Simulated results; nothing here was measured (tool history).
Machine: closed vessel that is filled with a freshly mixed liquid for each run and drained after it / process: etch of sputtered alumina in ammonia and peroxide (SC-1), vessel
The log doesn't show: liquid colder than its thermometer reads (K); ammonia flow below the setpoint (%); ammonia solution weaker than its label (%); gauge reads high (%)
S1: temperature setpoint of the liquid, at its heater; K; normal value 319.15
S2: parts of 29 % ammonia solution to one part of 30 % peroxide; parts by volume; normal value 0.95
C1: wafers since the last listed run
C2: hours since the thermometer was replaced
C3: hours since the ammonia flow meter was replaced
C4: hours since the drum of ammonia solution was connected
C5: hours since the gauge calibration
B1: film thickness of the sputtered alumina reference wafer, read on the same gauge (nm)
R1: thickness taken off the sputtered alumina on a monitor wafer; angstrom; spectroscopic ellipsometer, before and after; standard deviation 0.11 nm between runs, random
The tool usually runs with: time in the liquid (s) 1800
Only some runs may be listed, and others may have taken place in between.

run 1 hour=0 | S1=326.15 S2=0.95 time_in_the_liquid_(s)=1800 | C1=0 C2=1136.3 C3=221.2 C4=369.6 C5=1255 | B1=69.97 | R1=627.6
-- hour=79.5 new drum of ammonia solution connected
run 2 hour=128.5 | S1=326.15 S2=0.95 time_in_the_liquid_(s)=1800 | C1=6577 C2=1264.8 C3=349.7 C4=49 C5=1383.5 | B1=69.96 | R1=632.7
run 3 hour=183.9 | S1=319.15 S2=0.95 time_in_the_liquid_(s)=1800 | C1=2858 C2=1320.2 C3=405.1 C4=104.4 C5=1438.9 | B1=70 | R1=429
run 4 hour=253.7 | S1=319.15 S2=0.95 time_in_the_liquid_(s)=1800 | C1=3600 C2=1390 C3=474.9 C4=174.2 C5=1508.7 | B1=69.97 | R1=428
run 5 hour=329.4 | S1=322.65 S2=0.95 time_in_the_liquid_(s)=1800 | C1=3905 C2=1465.7 C3=550.6 C4=249.9 C5=1584.4 | B1=69.94 | R1=516.5
run 6 hour=412.9 | S1=319.15 S2=0.95 time_in_the_liquid_(s)=1510 | C1=4307 C2=1549.2 C3=634.1 C4=333.4 C5=1667.9 | B1=70.05 | R1=358.1
-- hour=432.2 new drum of ammonia solution connected
run 7 hour=498 | S1=319.15 S2=0.95 time_in_the_liquid_(s)=1510 | C1=4338 C2=1634.3 C3=719.2 C4=65.8 C5=1753 | B1=70 | R1=360.7
run 8 hour=672.9 | S1=319.15 S2=0.95 time_in_the_liquid_(s)=2660 | C1=9023 C2=1809.2 C3=894.1 C4=240.7 C5=1927.9 | B1=69.98 | R1=631.4
run 9 hour=711.8 | S1=319.15 S2=0.75 time_in_the_liquid_(s)=1800 | C1=2006 C2=1848.1 C3=933 C4=279.6 C5=1966.8 | B1=70.03 | R1=415.1
-- hour=789.1 new drum of ammonia solution connected
run 10 hour=809.2 | S1=319.15 S2=0.75 time_in_the_liquid_(s)=1800 | C1=4973 C2=1945.5 C3=1030.4 C4=20.1 C5=2064.2 | B1=70.02 | R1=419.5
-- hour=830.2 gauge calibrated
run 11 hour=846.5 | S1=319.15 S2=0.75 time_in_the_liquid_(s)=1800 | C1=1924 C2=1982.8 C3=1067.7 C4=57.4 C5=16.3 | B1=70.03 | R1=418.9
run 12 hour=932.3 | S1=319.15 S2=0.95 time_in_the_liquid_(s)=1800 | C1=4426 C2=2068.6 C3=1153.5 C4=143.2 C5=102.1 | B1=70.02 | R1=427.2
run 13 hour=1013.4 | S1=328.15 S2=1.1 time_in_the_liquid_(s)=1800 | C1=4183 C2=2149.7 C3=1234.6 C4=224.3 C5=183.2 | B1=69.94 | R1=703
run 14 hour=1064.7 | S1=319.15 S2=1.2 time_in_the_liquid_(s)=1800 | C1=2646 C2=2201 C3=1285.9 C4=275.6 C5=234.5 | B1=70.06 | R1=434.3
-- hour=1074.6 ammonia flow meter replaced
run 15 hour=1165.4 | S1=319.15 S2=0.95 time_in_the_liquid_(s)=1280 | C1=5143 C2=2301.7 C3=90.8 C4=376.3 C5=335.2 | B1=70.02 | R1=304.2
-- hour=1197.8 new drum of ammonia solution connected
run 16 hour=1273.1 | S1=319.15 S2=0.95 time_in_the_liquid_(s)=2195 | C1=5504 C2=2409.4 C3=198.5 C4=75.3 C5=442.9 | B1=70.03 | R1=524.5
run 17 hour=1334.4 | S1=326.65 S2=0.65 time_in_the_liquid_(s)=900 | C1=3162 C2=2470.7 C3=259.8 C4=136.6 C5=504.2 | B1=70.03 | R1=314.8
run 18 hour=1405.7 | S1=319.15 S2=0.8 time_in_the_liquid_(s)=1800 | C1=3678 C2=2542 C3=331.1 C4=207.9 C5=575.5 | B1=69.97 | R1=422.3
-- hour=1455.6 thermometer replaced
run 19 hour=1483.4 | S1=319.15 S2=0.95 time_in_the_liquid_(s)=2195 | C1=3956 C2=27.8 C3=408.8 C4=285.6 C5=653.2 | B1=70 | R1=521.8
-- hour=1573.4 new drum of ammonia solution connected
run 20 hour=1788 | S1=328.15 S2=1.2 time_in_the_liquid_(s)=2770 | C1=15662 C2=332.4 C3=713.4 C4=214.6 C5=957.8 | B1=70.03 | R1=1098.2
run 21 hour=1860.3 | S1=319.15 S2=0.95 time_in_the_liquid_(s)=2660 | C1=3729 C2=404.7 C3=785.7 C4=286.9 C5=1030.1 | B1=69.97 | R1=627
run 22 hour=1948.5 | S1=319.15 S2=1.15 time_in_the_liquid_(s)=1800 | C1=4550 C2=492.9 C3=873.9 C4=375.1 C5=1118.3 | B1=69.99 | R1=432.2
-- hour=1972.8 new drum of ammonia solution connected
run 23 hour=1994.8 | S1=319.15 S2=0.95 time_in_the_liquid_(s)=2360 | C1=2337 C2=539.2 C3=920.2 C4=22 C5=1164.6 | B1=70.02 | R1=562.3
run 24 hour=2048.5 | S1=311.15 S2=0.55 time_in_the_liquid_(s)=2325 | C1=2770 C2=592.9 C3=973.9 C4=75.7 C5=1218.3 | B1=70 | R1=329.2

Below, some changes in R1 between adjacent runs. For each, the amount present without the hidden state too (settings, incoming material, random variation) and the amount remaining for the hidden state with gauge scatter not shared by both compared results:
Run 7 -> 8: time in the liquid (s) 1510 -> 2660. R1 +270.7 angstrom: hidden state -6.7, all else +277.4.
Run 19 -> 20: S1 319.15 -> 328.15, S2 0.95 -> 1.2, time in the liquid (s) 2195 -> 2770, new drum of ammonia solution connected. R1 +576.4 angstrom: hidden state -7.9, all else +584.3.
Run 20 -> 21: S1 328.15 -> 319.15, S2 1.2 -> 0.95, time in the liquid (s) 2770 -> 2660. R1 -471.2 angstrom: hidden state +4.5, all else -475.7.
